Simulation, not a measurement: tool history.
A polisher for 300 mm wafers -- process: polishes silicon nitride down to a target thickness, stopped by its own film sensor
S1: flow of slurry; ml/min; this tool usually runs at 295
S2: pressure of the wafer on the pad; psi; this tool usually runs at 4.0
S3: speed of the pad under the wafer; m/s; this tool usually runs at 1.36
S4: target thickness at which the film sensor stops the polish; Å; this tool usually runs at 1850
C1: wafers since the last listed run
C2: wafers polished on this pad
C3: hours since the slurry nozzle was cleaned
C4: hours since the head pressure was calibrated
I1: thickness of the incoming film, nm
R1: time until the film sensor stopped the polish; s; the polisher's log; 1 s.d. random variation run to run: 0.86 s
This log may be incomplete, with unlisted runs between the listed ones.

run    hour   S1   S2    S3    S4    C1    C2     C3     C4     I1     R1
  1     0.0  350  4.0  1.36  2250     0  1304   53.0   65.4  408.3   67.2
  2    55.5  350  4.0  1.36  2250   764  2068  108.5  120.9  407.1   70.2
  3    80.0  295  4.0  1.36  1850   337  2406  133.0  145.4  410.0   86.0
      178.5  -- worn pad replaced by a new one
  4   278.5  295  4.0  1.36  1850  2680  1378  331.5  343.9  415.3   85.8
  5   337.9  295  4.0  1.36  1850   818  2197  390.9  403.3  419.3   88.8
  6   399.5  295  4.0  1.36  1850   848  3046  452.5  464.9  405.3   86.5
      405.3  -- worn pad replaced by a new one
      406.7  -- slurry nozzle cleaned
  7   450.7  295  4.0  1.36  1850   636   611   44.0  516.1  407.8   80.6
  8   657.1  365  4.0  1.52  1850  2844  3455  250.4  722.5  412.7   84.3
      675.3  -- worn pad replaced by a new one
  9   728.4  295  4.0  1.36  1850   927   731  321.7  793.8  410.4   81.5
      778.4  -- head pressure recalibrated
 10   792.1  370  3.1  1.68  1470   850  1581  385.4   13.7  409.0  110.4
 11   863.6  195  4.0  1.36  1850   985  2567  456.9   85.2  404.2   88.0
 12   897.5  225  5.0  1.22  1480   467  3034  490.8  119.1  414.5   90.2
      933.0  -- slurry nozzle cleaned
 13   942.5  295  4.0  1.36  1850   606  3640    9.5  164.1  414.4   91.7
      974.6  -- worn pad replaced by a new one
 14  1051.5  240  4.6  1.22  2580  1447  1059  118.5  273.1  410.8   52.9
 15  1090.7  295  4.0  1.58  2420   540  1600  157.7  312.3  414.7   57.9
 16  1159.3  295  4.0  1.36  1850   945  2545  226.3  380.9  414.3   87.4
     1217.7  -- worn pad replaced by a new one
 17  1218.2  245  4.0  1.36  1850   756     7  285.2  439.8  413.5   82.1
 18  1286.2  225  5.0  1.22  1480   937   944  353.2  507.8  410.2   84.0
 19  1311.5  390  5.2  1.36  1850   348  1293  378.5  533.1  410.1   63.2

Per-run results on a tool with no hidden state, each run keeping its own random variation:
Hidden state present: removal rate lost through wear of the pad, %; slurry flow missing at the pad, %; deviation of the head's pressure from its setpoint, %.
run     R1
  1   63.7
  2   64.8
  3   78.5
  4   80.9
  5   81.3
  6   76.7
  7   78.3
  8   73.9
  9   78.9
 10  103.7
 11   79.7
 12   80.4
 13   79.8
 14   50.9
 15   54.7
 16   79.9
 17   81.7
 18   81.0
 19   60.3

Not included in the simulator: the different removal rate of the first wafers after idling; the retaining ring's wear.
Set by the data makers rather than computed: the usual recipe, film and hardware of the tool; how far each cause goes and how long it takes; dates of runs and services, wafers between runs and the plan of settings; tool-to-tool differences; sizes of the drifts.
